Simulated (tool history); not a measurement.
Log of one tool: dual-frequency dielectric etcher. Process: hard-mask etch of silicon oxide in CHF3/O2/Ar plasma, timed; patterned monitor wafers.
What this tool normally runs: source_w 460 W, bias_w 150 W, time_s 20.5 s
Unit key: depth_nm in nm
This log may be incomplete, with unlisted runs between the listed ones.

run	hour	source_w	bias_w	time_s	wafers since the last listed run	hours since the last wet clean	hours since the last source power generator calibration	hours since the last bias power generator calibration	hours since the last upper electrode change	hours since the gauge calibration	read-back reference wafer on the same gauge, depth_nm	depth_nm
1	0.0	380	150	20.5	0	344.4	3588.4	2662.0	4236.0	294.9	34.44	30.60
2	65.7	460	150	20.5	828	410.1	3654.1	2727.7	4301.7	360.6	34.54	31.72
# hour 122.8: wet clean of the chamber
3	123.3	460	150	20.5	423	0.5	3711.7	2785.3	4359.3	418.2	34.37	32.21
4	175.0	460	150	20.5	651	52.2	3763.4	2837.0	4411.0	469.9	34.54	31.72
5	243.1	460	150	23.0	858	120.3	3831.5	2905.1	4479.1	538.0	34.49	36.03
6	277.8	460	150	23.0	437	155.0	3866.2	2939.8	4513.8	572.7	34.46	35.83
7	325.2	460	150	23.0	597	202.4	3913.6	2987.2	4561.2	620.1	34.60	36.59
# hour 374.4: source power generator calibrated
8	392.2	420	150	20.5	794	269.4	17.8	3054.2	4628.2	687.1	34.61	31.15
9	442.1	420	150	20.5	629	319.3	67.7	3104.1	4678.1	737.0	34.58	31.52
10	503.8	420	150	20.5	778	381.0	129.4	3165.8	4739.8	798.7	34.56	31.29
# hour 547.9: upper electrode replaced
11	552.7	390	150	20.5	313	429.9	178.3	3214.7	4.8	847.6	34.49	30.97
12	613.0	550	138	20.5	760	490.2	238.6	3275.0	65.1	907.9	34.49	32.75
# hour 639.0: wet clean of the chamber
13	648.0	550	150	26.5	138	9.0	273.6	3310.0	100.1	942.9	34.59	43.42
14	692.0	510	150	20.5	554	53.0	317.6	3354.0	144.1	986.9	34.51	32.76
15	731.5	370	136	24.5	498	92.5	357.1	3393.5	183.6	1026.4	34.55	35.76

Expected results for the next run?
# hour 753.2: bias power generator calibrated
16	786.1	420	150	20.5	638	147.1	411.7	32.9	238.2	1081.0	?	?

Run 16 produced read-back reference wafer on the same gauge, depth_nm 34.52, depth_nm 31.49 nm.
Were there no unlogged condition in the tool, this run, its random variation unchanged, would have produced depth_nm 31.49 nm.

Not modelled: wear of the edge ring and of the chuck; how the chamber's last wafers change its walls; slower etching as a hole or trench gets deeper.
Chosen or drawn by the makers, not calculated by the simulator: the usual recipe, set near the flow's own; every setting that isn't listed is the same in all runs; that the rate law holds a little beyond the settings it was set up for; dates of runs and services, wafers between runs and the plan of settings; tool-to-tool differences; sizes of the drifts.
